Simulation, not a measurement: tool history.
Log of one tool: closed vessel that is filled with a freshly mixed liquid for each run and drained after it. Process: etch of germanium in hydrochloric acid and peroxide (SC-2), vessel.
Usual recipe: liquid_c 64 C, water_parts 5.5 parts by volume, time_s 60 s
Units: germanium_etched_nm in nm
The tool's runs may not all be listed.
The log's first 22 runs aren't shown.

run,hour,liquid_c,water_parts,time_s,"read-back film thickness of the germanium reference wafer, read on the same gauge (nm)",germanium_etched_nm
23,572.4,64,4,45,100,136.01
24,604.4,57.5,4.5,40,100.02,98.8
25,630.5,71.5,5.5,85,100.01,312.94
26,643.6,58.5,5.5,60,99.99,151.32
27,670.6,64,5.5,60,100.01,178.78
28,704.8,64,5.5,60,100.01,178.01
29,739.9,64,5.5,60,99.99,177.89
30,772.3,64,8,30,100.01,86.56
31,806.9,64,6.5,70,100.01,204.71

Here are 3 independent what-if runs from the current tool condition. What would each one return?
A,807.6,68,5.5,60,?,?
B,807.6,68.5,5.5,60,?,?
C,807.6,55.5,8,40,?,?

run,"read-back film thickness of the germanium reference wafer, read on the same gauge (nm)",germanium_etched_nm
A,100.01,198.98
B,100.01,201.83
C,100.01,89.41
With the hidden condition removed and each run's random variation left untouched, the same runs would have given:
run,germanium_etched_nm
A,201.85
B,204.75
C,90.89
